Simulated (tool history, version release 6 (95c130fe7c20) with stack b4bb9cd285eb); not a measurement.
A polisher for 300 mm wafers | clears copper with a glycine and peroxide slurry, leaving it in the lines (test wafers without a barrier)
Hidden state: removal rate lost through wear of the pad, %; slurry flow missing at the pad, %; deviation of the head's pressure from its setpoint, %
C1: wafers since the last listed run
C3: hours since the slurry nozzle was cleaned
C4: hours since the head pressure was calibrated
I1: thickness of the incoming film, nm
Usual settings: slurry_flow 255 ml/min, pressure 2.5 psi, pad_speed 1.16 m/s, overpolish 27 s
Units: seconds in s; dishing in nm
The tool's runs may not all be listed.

Run 1, hour 0.0: usual settings but pressure 2.1 psi, overpolish 19 s; C1 0; wafers polished on this pad 1441; C3 403.0; C4 206.0; I1 458.8. Result: seconds 81.6 s, dishing 64.5 nm.
At hour 46.5: slurry nozzle cleaned.
Run 2, hour 78.6: usual settings but pressure 2.1 psi, overpolish 19 s; C1 627; wafers polished on this pad 2069; C3 32.1; C4 284.6; I1 463.9. Result: seconds 81.6 s, dishing 65.9 nm.
At hour 169.7: worn pad replaced by a new one.
At hour 188.7: head pressure recalibrated.
Run 3, hour 364.7: usual settings but pressure 2.1 psi, overpolish 19 s; C1 2264; wafers polished on this pad 1560; C3 318.2; C4 176.0; I1 462.6. Result: seconds 80.9 s, dishing 64.2 nm.
Run 4, hour 407.4: usual settings; C1 345; wafers polished on this pad 1905; C3 360.9; C4 218.7; I1 463.5. Result: seconds 73.2 s, dishing 85.8 nm.
At hour 463.0: slurry nozzle cleaned.
Run 5, hour 477.7: usual settings; C1 560; wafers polished on this pad 2465; C3 14.7; C4 289.0; I1 462.2. Result: seconds 74.2 s, dishing 87.0 nm.
Run 6, hour 537.5: usual settings; C1 483; wafers polished on this pad 2949; C3 74.5; C4 348.8; I1 464.0. Result: seconds 73.6 s, dishing 88.7 nm.
At hour 566.7: head pressure recalibrated.
Run 7, hour 601.6: usual settings; C1 502; wafers polished on this pad 3451; C3 138.6; C4 34.9; I1 461.1. Result: seconds 71.9 s, dishing 88.8 nm.
At hour 607.0: worn pad replaced by a new one.
Run 8, hour 656.3: usual settings; C1 409; wafers polished on this pad 398; C3 193.3; C4 89.6; I1 458.5. Result: seconds 69.4 s, dishing 88.8 nm.
Run 9, hour 712.7: usual settings; C1 455; wafers polished on this pad 854; C3 249.7; C4 146.0; I1 461.6. Result: seconds 70.2 s, dishing 88.6 nm.
Run 10, hour 817.2: usual settings but pad_speed 1.46 m/s; C1 844; wafers polished on this pad 1699; C3 354.2; C4 250.5; I1 464.6. Result: seconds 57.8 s, dishing 96.5 nm.
At hour 882.0: slurry nozzle cleaned.
Run 11, hour 882.7: usual settings but overpolish 16 s; C1 521; wafers polished on this pad 2221; C3 0.7; C4 316.0; I1 459.9. Result: seconds 71.8 s, dishing 62.8 nm.
At hour 953.3: head pressure recalibrated.
Run 12, hour 974.0: usual settings but overpolish 16 s; C1 721; wafers polished on this pad 2942; C3 92.0; C4 20.7; I1 462.1. Result: seconds 71.8 s, dishing 64.2 nm.
At hour 1010.7: worn pad replaced by a new one.
Run 13, hour 1046.0: usual settings but pad_speed 1.36 m/s; C1 549; wafers polished on this pad 285; C3 164.0; C4 92.7; I1 462.2. Result: seconds 59.4 s, dishing 99.0 nm.
Run 14, hour 1135.5: usual settings; C1 723; wafers polished on this pad 1009; C3 253.5; C4 182.2; I1 464.4. Result: seconds 70.8 s, dishing 88.8 nm.
Run 15, hour 1243.3: usual settings but slurry_flow 305 ml/min, pressure 2.2 psi, overpolish 32 s; C1 871; wafers polished on this pad 1880; C3 361.3; C4 290.0; I1 461.3. Result: seconds 77.2 s, dishing 89.4 nm.
At hour 1257.0: slurry nozzle cleaned.
At hour 1301.5: head pressure recalibrated.
Run 16, hour 1342.7: usual settings but slurry_flow 320 ml/min, pad_speed 0.98 m/s; C1 779; wafers polished on this pad 2660; C3 85.7; C4 41.2; I1 462.0. Result: seconds 81.0 s, dishing 82.8 nm.
At hour 1374.4: worn pad replaced by a new one, of another model than before.
Run 17, hour 1406.3: usual settings but pad_speed 1.46 m/s, overpolish 32 s; C1 481; wafers polished on this pad 257; C3 149.3; C4 104.8; I1 467.9. Result: seconds 61.7 s, dishing 99.9 nm.
Run 18, hour 1502.7: usual settings; C1 779; wafers polished on this pad 1037; C3 245.7; C4 201.2; I1 466.9. Result: seconds 72.8 s, dishing 89.7 nm.
Run 19, hour 1539.9: usual settings but pad_speed 0.96 m/s, overpolish 14 s; C1 300; wafers polished on this pad 1337; C3 282.9; C4 238.4; I1 463.3. Result: seconds 78.9 s, dishing 52.7 nm.
Run 20, hour 1606.2: usual settings but pad_speed 1.04 m/s, overpolish 22 s; C1 536; wafers polished on this pad 1873; C3 349.2; C4 304.7; I1 464.8. Result: seconds 76.1 s, dishing 74.4 nm.
Run 21, hour 1699.6: usual settings but pressure 1.8 psi, overpolish 19 s; C1 755; wafers polished on this pad 2628; C3 442.6; C4 398.1; I1 468.3. Result: seconds 87.9 s, dishing 59.9 nm.
At hour 1718.6: slurry nozzle cleaned.
At hour 1754.2: head pressure recalibrated.
At hour 1760.6: worn pad replaced by a new one.
Run 22, hour 1762.0: usual settings but pressure 3.2 psi, overpolish 37 s; C1 447; wafers polished on this pad 11; C3 43.4; C4 7.8; I1 457.8. Result: seconds 58.1 s, dishing 115.4 nm.
Run 23, hour 1840.7: usual settings but slurry_flow 320 ml/min, pressure 2.8 psi, overpolish 38 s; C1 636; wafers polished on this pad 647; C3 122.1; C4 86.5; I1 466.7. Result: seconds 65.9 s, dishing 110.2 nm.
Run 24, hour 1915.2: usual settings but slurry_flow 175 ml/min, pressure 2.3 psi, pad_speed 1.48 m/s, overpolish 42 s; C1 602; wafers polished on this pad 1250; C3 196.6; C4 161.0; I1 462.0. Result: seconds 66.0 s, dishing 110.7 nm.
Run 25, hour 2009.9: usual settings; C1 765; wafers polished on this pad 2015; C3 291.3; C4 255.7; I1 462.0. Result: seconds 71.5 s, dishing 84.9 nm.

Across each entry between runs, compare the hidden state at the last listed run before it with the hidden state at the first listed run after it:
In the gap between runs 1 and 2: slurry nozzle cleaned (hour 46.5)
  removal rate lost through wear of the pad, %: 4.02 -> 4.64
  what was measured, less what the result would be without the hidden state, seconds: +3.3 -> +3.7 s; dishing: -1.9 -> -2.2 nm
In the gap between runs 2 and 3: worn pad replaced by a new one (hour 169.7); head pressure recalibrated (hour 188.7)
  removal rate lost through wear of the pad, %: 4.64 -> 5.26
  what was measured, less what the result would be without the hidden state, seconds: +3.7 -> +4.2 s; dishing: -2.2 -> -2.5 nm
In the gap between runs 4 and 5: slurry nozzle cleaned (hour 463.0)
  removal rate lost through wear of the pad, %: 5.6 -> 5.96
  what was measured, less what the result would be without the hidden state, seconds: +4.1 -> +4.4 s; dishing: -2.9 -> -3.2 nm
In the gap between runs 6 and 7: head pressure recalibrated (hour 566.7)
  removal rate lost through wear of the pad, %: 6.16 -> 6.29
  what was measured, less what the result would be without the hidden state, seconds: +4.5 -> +4.5 s; dishing: -3.3 -> -3.4 nm
In the gap between runs 7 and 8: worn pad replaced by a new one (hour 607.0)
  removal rate lost through wear of the pad, %: 6.29 -> 1.98
  what was measured, less what the result would be without the hidden state, seconds: +4.5 -> +1.4 s; dishing: -3.4 -> -1.0 nm
In the gap between runs 10 and 11: slurry nozzle cleaned (hour 882.0)
  removal rate lost through wear of the pad, %: 4.56 -> 4.99
  what was measured, less what the result would be without the hidden state, seconds: +2.6 -> +3.5 s; dishing: -2.3 -> -2.4 nm
In the gap between runs 11 and 12: head pressure recalibrated (hour 953.3)
  removal rate lost through wear of the pad, %: 4.99 -> 5.32
  what was measured, less what the result would be without the hidden state, seconds: +3.5 -> +3.8 s; dishing: -2.4 -> -2.7 nm
In the gap between runs 12 and 13: worn pad replaced by a new one (hour 1010.7)
  removal rate lost through wear of the pad, %: 5.32 -> 1.25
  what was measured, less what the result would be without the hidden state, seconds: +3.8 -> +0.8 s; dishing: -2.7 -> -0.6 nm
In the gap between runs 15 and 16: slurry nozzle cleaned (hour 1257.0); head pressure recalibrated (hour 1301.5)
  removal rate lost through wear of the pad, %: 4.4 -> 4.89
  what was measured, less what the result would be without the hidden state, seconds: +3.4 -> +4.0 s; dishing: -2.2 -> -2.7 nm
In the gap between runs 16 and 17: worn pad replaced by a new one, of another model than before (hour 1374.4)
  removal rate lost through wear of the pad, %: 4.89 -> 1.3
  what was measured, less what the result would be without the hidden state, seconds: +4.0 -> +0.8 s; dishing: -2.7 -> -0.6 nm
In the gap between runs 21 and 22: slurry nozzle cleaned (hour 1718.6); head pressure recalibrated (hour 1754.2); worn pad replaced by a new one (hour 1760.6)
  removal rate lost through wear of the pad, %: 5.03 -> 1.48
  what was measured, less what the result would be without the hidden state, seconds: +4.4 -> +0.8 s; dishing: -2.2 -> -0.7 nm
